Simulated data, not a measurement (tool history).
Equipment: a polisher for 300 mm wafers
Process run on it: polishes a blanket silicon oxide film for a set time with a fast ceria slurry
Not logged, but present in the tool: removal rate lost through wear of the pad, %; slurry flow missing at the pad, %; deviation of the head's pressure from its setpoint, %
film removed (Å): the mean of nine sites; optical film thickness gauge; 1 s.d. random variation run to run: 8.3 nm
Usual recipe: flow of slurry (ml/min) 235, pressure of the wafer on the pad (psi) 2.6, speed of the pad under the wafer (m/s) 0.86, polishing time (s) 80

run   hour  flow of slurry (ml/min)  pressure of the wafer on the pad (psi)  speed of the pad under the wafer (m/s)  polishing time (s)  wafers since the last listed run  wafers polished on this pad  hours since the slurry nozzle was cleaned  hours since the head pressure was calibrated  incoming thickness of the incoming film, nm  film removed (Å)
  1      0                      235                                     2.6                                    0.86                  80                                 0                         1438                                      523.7                                         458.2                                       3805.2              9771
       9.1  -- worn pad replaced by a new one
  2   12.4                      235                                     2.2                                     0.8                  80                               100                           39                                      536.1                                         470.6                                       3803.3              8449
  3   27.2                      235                                     2.6                                    0.86                 100                               177                          217                                      550.9                                         485.4                                       3761.7             12369
  4     43                      235                                     2.6                                    0.86                 100                               189                          406                                      566.7                                         501.2                                       3828.7             12480
  5   79.5                      235                                     2.6                                    0.86                 100                               437                          843                                      603.2                                         537.7                                         3790             12496
  6   97.5                      190                                     2.6                                    0.86                  80                               215                         1059                                      621.2                                         555.7                                       3830.2              9740
     108.6  -- worn pad replaced by a new one
  7  109.4                      190                                     2.6                                    0.86                  80                                94                            9                                      633.1                                         567.6                                       3838.3              9694
     124.5  -- head pressure recalibrated
  8    126                      190                                     2.6                                    0.86                  80                               174                          183                                      649.7                                           1.5                                       3899.2              9759
  9  136.8                      235                                     2.6                                    0.86                  80                               129                          313                                      660.5                                          12.3                                       3854.2              9907
 10  147.9                      235                                     2.6                                    0.86                  80                               132                          446                                      671.6                                          23.4                                       3853.4             10125
 11  159.5                      235                                     2.6                                    0.86                  80                               138                          585                                      683.2                                            35                                       3808.3              9816
 12  173.1                      235                                     2.6                                    0.86                  80                               162                          748                                      696.8                                          48.6                                       3880.1              9876
 13    188                      235                                     2.6                                    0.86                  80                               178                          926                                      711.7                                          63.5                                       3809.5             10003
 14  199.8                      235                                     2.6                                    0.86                  80                               141                         1067                                      723.5                                          75.3                                       3792.5             10108
 15  209.2                      235                                     2.6                                    0.86                  80                               112                         1180                                      732.9                                          84.7                                       3805.6              9949
       223  -- worn pad replaced by a new one
 16  223.5                      255                                     2.6                                    0.58                  65                               123                            6                                      747.2                                            99                                       3839.5              6259
 17  237.7                      205                                     2.6                                    0.86                  71                               170                          176                                      761.4                                         113.2                                       3828.9              8583
 18  251.5                      210                                     2.9                                    0.96                  52                               165                          341                                      775.2                                           127                                       3864.4              7533
 19  269.3                      235                                     2.6                                    0.86                  80                               213                          555                                        793                                         144.8                                       3810.8              9882
 20  282.2                      310                                     1.9                                    1.06                 105                               154                          709                                      805.9                                         157.7                                       3786.2             12151
     288.9  -- slurry nozzle cleaned
 21  295.9                      280                                       3                                    0.56                  80                               152                          861                                          7                                         171.4                                         3772              8569
 22  307.7                      235                                     2.6                                    0.74                  90                               141                         1003                                       18.8                                         183.2                                       3804.6             10101
 23    315                      285                                     3.2                                    0.68                  65                                87                         1090                                       26.1                                         190.5                                       3843.6              8238
 24  325.5                      310                                     1.9                                    1.06                 105                               125                         1216                                       36.6                                           201                                       3857.5             12293
     335.7  -- worn pad replaced by a new one
 25  336.2                      195                                     3.2                                    0.96                 105                                80                            5                                       47.3                                         211.7                                       3863.4             16402
 26  346.1                      165                                     1.7                                    0.98                  92                               118                          124                                       57.2                                         221.6                                       3814.3              8576
 27  360.5                      165                                     1.7                                    0.98                  92                               172                          296                                       71.6                                           236                                       3756.9              8654
 28    377                      235                                     2.6                                    0.86                  80                               197                          494                                       88.1                                         252.5                                       3791.4             10041
 29  385.3                      275                                     2.6                                    0.86                  80                                99                          593                                       96.4                                         260.8                                       3839.6             10088
 30  395.6                      200                                     2.1                                    0.76                  97                               123                          717                                      106.7                                         271.1                                         3883              9288
 31  410.6                      235                                     2.3                                    0.86                  93                               179                          896                                      121.7                                         286.1                                       3876.6             10452
 32  427.9                      235                                     2.6                                    0.86                  80                               207                         1104                                        139                                         303.4                                       3806.9             10113
     456.6  -- worn pad replaced by a new one
 33  472.8                      235                                     3.2                                    0.86                  52                               489                          193                                      183.9                                         348.3                                       3785.5              7664
 34  485.5                      235                                     2.2                                     0.8                  80                               152                          345                                      196.6                                           361                                       3780.3              8260
 35  496.3                      285                                     3.2                                    0.68                  65                               129                          474                                      207.4                                         371.8                                       3799.2              8277
 36  506.6                      235                                       3                                    0.86                  64                               123                          598                                      217.7                                         382.1                                       3861.2              9111
 37  517.2                      235                                     2.6                                    0.86                  80                               126                          725                                      228.3                                         392.7                                       3781.8             10006

Exercise: give the hidden state of the tool at every run:
removal rate lost through wear of the pad, %: 0 across all the runs
slurry flow missing at the pad, %: 0 across all the runs
deviation of the head's pressure from its setpoint, %: 0 across all the runs
